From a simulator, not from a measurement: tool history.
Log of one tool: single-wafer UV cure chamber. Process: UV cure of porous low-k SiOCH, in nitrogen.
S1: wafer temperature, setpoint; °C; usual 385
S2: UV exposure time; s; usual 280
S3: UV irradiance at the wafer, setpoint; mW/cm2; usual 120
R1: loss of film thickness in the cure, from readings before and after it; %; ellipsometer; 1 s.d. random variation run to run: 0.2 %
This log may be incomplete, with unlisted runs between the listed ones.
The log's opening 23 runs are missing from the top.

| run | hour | S1 | S2 | S3 | R1 |
|---|---|---|---|---|---|
| 24 | 558.7 | 385 | 280 | 136 | 13.619 |
| 25 | 572.5 | 373 | 215 | 96 | 10.55 |
| 26 | 596.4 | 393 | 235 | 147 | 13.662 |
| 27 | 610.6 | 385 | 280 | 120 | 13.039 |
| 28 | 623.6 | 367 | 280 | 120 | 12.616 |
| 29 | 659 | 399 | 155 | 120 | 10.551 |
| 30 | 677.4 | 393 | 235 | 147 | 13.304 |
| 31 | 695.9 | 392 | 395 | 94 | 13.342 |
| 32 | 719.2 | 400 | 180 | 142 | 11.588 |
| 33 | 749.1 | 385 | 280 | 120 | 12.754 |
| 34 | 776 | 371 | 280 | 120 | 12.405 |
|  | 784.5 | quartz window cleaned |
| 35 | 802.7 | 367 | 365 | 101 | 12.819 |
| 36 | 822.1 | 385 | 280 | 80 | 10.843 |
| 37 | 836.9 | 404 | 235 | 131 | 12.418 |
| 38 | 872 | 385 | 280 | 120 | 12.505 |
| 39 | 903.2 | 385 | 280 | 120 | 12.462 |
| 40 | 917.4 | 378 | 280 | 120 | 12.721 |
| 41 | 946.9 | 374 | 230 | 132 | 11.924 |
| 42 | 959 | 371 | 280 | 146 | 13.309 |
| 43 | 977 | 399 | 330 | 136 | 13.874 |
| 44 | 1004.6 | 395 | 280 | 105 | 11.938 |
| 45 | 1034.7 | 385 | 280 | 120 | 12.256 |
| 46 | 1059.4 | 385 | 280 | 120 | 12.131 |
| 47 | 1074.3 | 385 | 280 | 120 | 12.57 |
| 48 | 1101.1 | 371 | 125 | 154 | 9.604 |

Alternative continuations, all from the tool just after run 48; predict every row:
| A | 1101.5 | 399 | 280 | 120 | ? |
| B | 1101.5 | 377 | 375 | 136 | ? |
| C | 1101.5 | 385 | 165 | 157 | ? |
| D | 1101.5 | 402 | 280 | 93 | ? |

| run | R1 |
|---|---|
| A | 12.312 |
| B | 13.825 |
| C | 10.909 |
| D | 11.224 |
The same runs, with their run-to-run variation unchanged, on a tool lacking any hidden condition would have given:
| run | R1 |
|---|---|
| A | 13.693 |
| B | 15.235 |
| C | 12.249 |
| D | 12.574 |
